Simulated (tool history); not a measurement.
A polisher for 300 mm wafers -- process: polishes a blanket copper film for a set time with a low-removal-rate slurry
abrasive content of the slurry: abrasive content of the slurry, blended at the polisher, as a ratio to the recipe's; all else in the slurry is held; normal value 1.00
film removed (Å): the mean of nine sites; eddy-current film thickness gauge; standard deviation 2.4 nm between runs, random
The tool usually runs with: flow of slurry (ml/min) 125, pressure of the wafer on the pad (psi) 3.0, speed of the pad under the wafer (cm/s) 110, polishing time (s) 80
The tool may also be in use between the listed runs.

run	hour	flow of slurry (ml/min)	pressure of the wafer on the pad (psi)	speed of the pad under the wafer (cm/s)	abrasive content of the slurry	polishing time (s)	wafers since the last listed run	wafers polished on this pad	hours since the slurry nozzle was cleaned	hours since the head pressure was calibrated	hours since the slurry blender was calibrated	incoming thickness of the incoming film, nm	film removed (Å)
1	0.0	125	3.0	110	1.00	80	0	447	268.8	126.4	243.6	759.8	2465
2	41.7	125	3.0	110	1.00	80	396	843	310.5	168.1	285.3	745.7	2420
# hour 62.0: slurry blender recalibrated
# hour 78.2: slurry nozzle cleaned
3	89.9	125	3.0	110	1.00	80	429	1273	11.7	216.3	27.9	764.3	2409
4	144.3	125	3.0	110	1.00	80	517	1791	66.1	270.7	82.3	762.0	2419
5	192.9	125	3.0	110	1.00	86	462	2253	114.7	319.3	130.9	760.6	2636
6	237.2	125	3.0	110	1.00	97	421	2675	159.0	363.6	175.2	747.7	2927
7	265.0	125	3.0	110	1.00	97	264	2939	186.8	391.4	203.0	763.1	2973
# hour 289.5: worn pad replaced by a new one
8	292.5	125	3.0	110	1.00	97	223	28	214.3	418.9	230.5	764.3	2949
# hour 343.3: slurry blender recalibrated
9	355.2	125	3.0	110	1.00	80	577	605	277.0	481.6	11.9	746.5	2422
# hour 369.9: head pressure recalibrated
10	380.1	125	3.0	110	1.00	80	217	823	301.9	10.2	36.8	769.9	2418
11	417.4	125	3.0	110	1.00	80	354	1178	339.2	47.5	74.1	758.0	2456
# hour 439.3: slurry nozzle cleaned
12	474.3	125	3.0	110	1.00	80	531	1710	35.0	104.4	131.0	749.7	2409
13	537.9	125	3.0	110	1.00	80	604	2315	98.6	168.0	194.6	758.0	2413
# hour 589.0: worn pad replaced by a new one
14	603.7	125	2.7	110	1.00	80	587	139	164.4	233.8	260.4	755.8	2279
# hour 631.7: slurry blender recalibrated
15	654.8	125	3.5	110	0.75	80	467	606	215.5	284.9	23.1	763.1	2568
16	751.9	80	2.2	110	0.85	71	923	1530	312.6	382.0	120.2	767.4	1554
# hour 793.2: head pressure recalibrated
17	799.1	125	3.0	110	1.00	80	429	1960	359.8	5.9	167.4	757.9	2398
# hour 829.3: slurry nozzle cleaned
18	841.7	160	2.1	110	1.00	80	395	2356	12.4	48.5	210.0	764.6	2111
19	897.5	125	3.6	110	1.00	105	530	2886	68.2	104.3	265.8	763.3	3506
# hour 908.3: worn pad replaced by a new one
20	936.4	125	3.0	110	1.00	55	331	267	107.1	143.2	304.7	771.0	1659
# hour 990.4: slurry blender recalibrated
21	1000.4	160	3.0	136	1.00	92	589	857	171.1	207.2	10.0	762.1	3488
22	1069.8	125	3.0	110	1.00	86	660	1517	240.5	276.6	79.4	764.6	2612
23	1105.5	125	3.0	110	1.00	100	339	1857	276.2	312.3	115.1	762.0	3062
# hour 1163.3: slurry nozzle cleaned
24	1174.3	125	2.6	94	1.00	80	644	2502	11.0	381.1	183.9	754.0	1972
# hour 1198.3: worn pad replaced by a new one
25	1237.2	125	2.7	96	1.00	80	560	370	73.9	444.0	246.8	756.2	2048
# hour 1254.7: head pressure recalibrated
26	1285.7	105	3.0	110	1.00	80	442	812	122.4	31.0	295.3	761.0	2362
# hour 1300.1: slurry blender recalibrated
27	1471.1	125	3.5	110	0.75	80	1744	2556	307.8	216.4	171.0	775.3	2500
# hour 1536.0: worn pad replaced by a new one
28	1536.5	125	3.0	110	1.20	80	584	4	373.2	281.8	236.4	775.8	2455
# hour 1545.0: slurry nozzle cleaned
29	1563.0	105	2.4	130	0.85	80	242	247	18.0	308.3	262.9	752.3	2276

4 options for the next run, each taken on its own from the tool as it stands now. Forecast them:
A	1563.5	125	3.0	110	1.00	80	4	252	18.5	308.8	263.4	746.8	?
B	1563.5	125	3.4	110	1.00	80	4	252	18.5	308.8	263.4	746.8	?
C	1563.5	165	3.0	110	0.80	88	4	252	18.5	308.8	263.4	746.8	?
D	1563.5	160	3.0	110	1.00	61	4	252	18.5	308.8	263.4	746.8	?

run	film removed (Å)
A	2433
B	2628
C	2708
D	1945
Without the tool's hidden state the same runs would have given:
run	film removed (Å)
A	2433
B	2628
C	2708
D	1945
